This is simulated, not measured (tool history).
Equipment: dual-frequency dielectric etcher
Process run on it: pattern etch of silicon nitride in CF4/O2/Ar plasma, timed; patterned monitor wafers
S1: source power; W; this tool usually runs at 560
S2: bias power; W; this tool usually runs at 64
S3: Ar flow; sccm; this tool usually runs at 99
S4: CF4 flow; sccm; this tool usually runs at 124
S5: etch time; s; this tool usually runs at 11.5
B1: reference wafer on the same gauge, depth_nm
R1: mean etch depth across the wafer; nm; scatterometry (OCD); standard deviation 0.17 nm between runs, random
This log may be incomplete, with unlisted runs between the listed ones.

Run 1, hour 0: usual settings but S1 490 W; B1 27.36. Result: R1 23.87 nm.
Run 2, hour 101.4: usual settings but S1 490 W; B1 27.37. Result: R1 24.17 nm.
Run 3, hour 144.1: usual settings; B1 27.41. Result: R1 26.93 nm.
Run 4, hour 210.7: usual settings but S1 520 W, S3 122 sccm; B1 27.43. Result: R1 24.46 nm.
Run 5, hour 259.4: usual settings but S2 79 W, S4 149 sccm, S5 10 s; B1 27.42. Result: R1 25.7 nm.
At hour 296.1: wet clean of the chamber.
Run 6, hour 302: usual settings but S5 13.5 s; B1 27.47. Result: R1 31.31 nm.
Run 7, hour 399: usual settings but S2 60 W, S3 77 sccm; B1 27.41. Result: R1 26.76 nm.
At hour 410.9: bias power generator calibrated.
Run 8, hour 448.1: usual settings but S1 490 W, S5 9.5 s; B1 27.37. Result: R1 19.66 nm.
Run 9, hour 536: usual settings but S3 120 sccm, S4 132 sccm; B1 27.39. Result: R1 26.41 nm.
At hour 580: upper electrode replaced.
Run 10, hour 606.2: usual settings; B1 27.38. Result: R1 26.91 nm.
Run 11, hour 693.6: usual settings but S1 480 W; B1 27.47. Result: R1 23.29 nm.
At hour 718.4: Ar flow controller replaced.
At hour 736.4: CF4 flow controller replaced.
At hour 792.5: wet clean of the chamber.
Run 12, hour 793: usual settings but S2 71 W, S5 15 s; B1 27.39. Result: R1 36.57 nm.
Run 13, hour 831: usual settings but S4 106 sccm; B1 27.46. Result: R1 26.21 nm.
Run 14, hour 894: usual settings but S2 69 W, S4 106 sccm; B1 27.45. Result: R1 26.95 nm.
Run 15, hour 984.8: usual settings; B1 27.47. Result: R1 26.67 nm.
Run 16, hour 1029.1: usual settings but S1 490 W, S2 71 W, S3 90 sccm; B1 27.39. Result: R1 24.79 nm.
Run 17, hour 1131.3: usual settings but S3 79 sccm; B1 27.43. Result: R1 26.89 nm.
Run 18, hour 1176.1: usual settings; B1 27.43. Result: R1 26.64 nm.
Run 19, hour 1233: usual settings but S1 520 W, S3 114 sccm, S4 113 sccm, S5 8 s; B1 27.4. Result: R1 16.85 nm.
At hour 1357: wet clean of the chamber.
Run 20, hour 1357.5: usual settings; B1 27.39. Result: R1 26.07 nm.
Run 21, hour 1423.3: usual settings but S1 600 W, S2 50 W, S3 119 sccm, S5 9.5 s; B1 27.37. Result: R1 20.87 nm.
Run 22, hour 1476.7: usual settings but S1 490 W; B1 27.37. Result: R1 23.32 nm.

3 ways to go on from here, each from the tool as it stands after run 22. What would each give?
Run A, hour 1477.1: usual settings; B1 ?. Result: R1 ?.
Run B, hour 1477.1: usual settings but S3 116 sccm, S5 8 s; B1 ?. Result: R1 ?.
Run C, hour 1477.1: usual settings but S3 75 sccm; B1 ?. Result: R1 ?.

run     B1     R1
  A  27.41  25.99
  B  27.41  17.82
  C  27.41  26.59
Had the tool no hidden state, the same runs would have come out as:
run     R1
  A  26.68
  B  18.29
  C  27.29
